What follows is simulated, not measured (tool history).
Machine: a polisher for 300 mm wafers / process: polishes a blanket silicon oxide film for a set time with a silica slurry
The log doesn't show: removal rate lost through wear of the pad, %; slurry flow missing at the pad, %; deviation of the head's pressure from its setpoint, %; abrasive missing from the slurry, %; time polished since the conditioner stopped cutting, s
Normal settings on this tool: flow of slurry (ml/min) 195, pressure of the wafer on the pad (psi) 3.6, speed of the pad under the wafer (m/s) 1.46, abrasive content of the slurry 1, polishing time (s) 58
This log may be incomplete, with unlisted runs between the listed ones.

run,hour,flow of slurry (ml/min),pressure of the wafer on the pad (psi),speed of the pad under the wafer (m/s),abrasive content of the slurry,polishing time (s),wafers since the last listed run,wafers polished on this pad,hours since the slurry nozzle was cleaned,hours since the head pressure was calibrated,hours since the slurry blender was calibrated,hours since the conditioning disc was replaced,"incoming thickness of the incoming film, nm",film removed (nm)
1,0,235,2.6,1.46,1,58,0,263,263.1,875.4,362.9,57,1748.7,122.1
2,24.2,235,2.6,1.46,1,58,240,503,287.3,899.6,387.1,81.2,1761.6,121.3
3,36.1,195,3.6,1.46,1,58,118,622,299.2,911.5,399,93.1,1771.8,165.1
4,47.9,195,3.6,1.46,1,51,117,739,311,923.3,410.8,104.9,1755.2,144.5
# hour 55.1: worn pad replaced by a new one
5,62.7,195,3.6,1.46,1,51,107,75,325.8,938.1,425.6,119.7,1710.6,142.1
6,74.7,195,3.6,1.46,1,58,119,194,337.8,950.1,437.6,131.7,1736.3,163.9
7,88.1,195,3.6,1.46,1,58,133,327,351.2,963.5,451,145.1,1737,164.9
# hour 94.2: slurry nozzle cleaned
# hour 95.3: head pressure recalibrated
8,105.4,195,3.6,1.46,1,58,150,478,11.2,10.1,468.3,162.4,1747,185.3
# hour 110.5: slurry blender recalibrated
9,113.8,195,3.6,1.46,1,65,63,541,19.6,18.5,3.3,170.8,1720.8,208.5
# hour 117.6: conditioning disc replaced and pad reconditioned
10,121.7,195,3.6,1.46,1,65,58,600,27.5,26.4,11.2,4.1,1741.2,207.8
11,135.2,195,3.6,1.46,1,58,134,734,41,39.9,24.7,17.6,1766.6,180.6
# hour 142.8: worn pad replaced by a new one
12,177.7,195,3.6,1.46,1,58,382,346,83.5,82.4,67.2,60.1,1747.8,184.1
13,193,195,3.6,1.68,1,58,152,498,98.8,97.7,82.5,75.4,1779.6,201.2
14,206,195,3.6,1.46,1,58,129,627,111.8,110.7,95.5,88.4,1763,183.4
# hour 226.9: worn pad replaced by a new one, of another model than before
15,249,215,2.5,1.46,1,58,387,219,154.8,153.7,138.5,131.4,1737.2,148.8
16,264.6,135,3.6,1.18,0.9,41,154,374,170.4,169.3,154.1,147,1750,95.3
17,272,195,3.6,1.46,1,58,73,448,177.8,176.7,161.5,154.4,1732.6,182.7
18,282.6,195,3.6,1.46,1.1,73,105,553,188.4,187.3,172.1,165,1783.1,241.1
19,289,225,3.6,1.46,0.8,58,63,617,194.8,193.7,178.5,171.4,1743,168
20,297.1,195,3.6,1.46,1,58,80,697,202.9,201.8,186.6,179.5,1746.2,185.2
# hour 307: conditioning disc replaced and pad reconditioned
# hour 308.9: worn pad replaced by a new one
21,309.7,195,3.6,1.46,1,58,85,7,215.5,214.4,199.2,2.7,1741.4,181.9
22,322,195,4.5,1.46,1.1,58,122,129,227.8,226.7,211.5,15,1753.8,219.6

Run 23 comes next. What will it give?
23,330,195,4.5,1.46,1,41,79,209,235.8,234.7,219.5,23,1764.3,?

{"run 23": {"film removed (nm)": 147.3}}
If the tool had no hidden condition, the same run with the same run-to-run variation would have returned film removed (nm) 149.5.
